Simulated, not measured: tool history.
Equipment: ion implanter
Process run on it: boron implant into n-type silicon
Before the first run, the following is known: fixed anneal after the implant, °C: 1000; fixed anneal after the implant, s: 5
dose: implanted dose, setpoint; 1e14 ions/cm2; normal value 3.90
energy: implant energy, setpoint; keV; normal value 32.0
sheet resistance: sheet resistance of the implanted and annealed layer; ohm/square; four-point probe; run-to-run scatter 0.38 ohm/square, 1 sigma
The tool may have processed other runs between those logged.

run,hour,dose,energy,"read-back reference wafer on the same gauge, sheet resistance",sheet resistance
1,0.0,3.90,32.0,275.99,264.66
2,15.8,3.90,32.0,276.03,265.28
3,33.4,3.90,32.0,275.97,265.73
4,45.3,3.90,32.0,276.09,265.71
5,61.1,3.60,32.0,275.98,282.89
# hour 75.8: Faraday cup replaced and dose calibrated
6,76.3,3.60,32.0,275.99,271.05
7,76.6,3.60,32.0,275.96,271.10
8,84.8,3.90,32.0,276.03,254.45
# hour 97.5: extraction supply calibrated
9,101.5,3.90,32.0,276.01,255.37
10,117.9,3.90,32.0,275.96,254.82
11,126.2,3.00,22.0,276.03,322.89
# hour 140.7: gauge calibrated
12,144.0,3.90,32.0,275.98,254.94
13,154.5,3.46,24.0,276.05,286.55
14,162.7,2.85,32.0,276.00,324.05
15,178.2,4.75,32.0,275.98,218.65
16,194.9,3.90,32.0,276.04,255.78
17,236.6,2.86,40.0,276.06,316.03
18,247.2,3.06,32.0,275.98,308.13

Consider 4 possible next runs. They are alternatives, not a sequence: every one starts from the tool as it was left by run 18. What does each give?
A,247.6,3.53,32.0,?,?
B,247.6,3.46,26.0,?,?
C,247.6,4.64,40.5,?,?
D,247.6,4.57,32.0,?,?

run,"read-back reference wafer on the same gauge, sheet resistance",sheet resistance
A,276.09,276.33
B,276.09,285.77
C,276.09,218.99
D,276.09,226.10
What these runs would have given with no unlogged condition in the tool:
run,sheet resistance
A,276.11
B,285.53
C,218.81
D,225.91
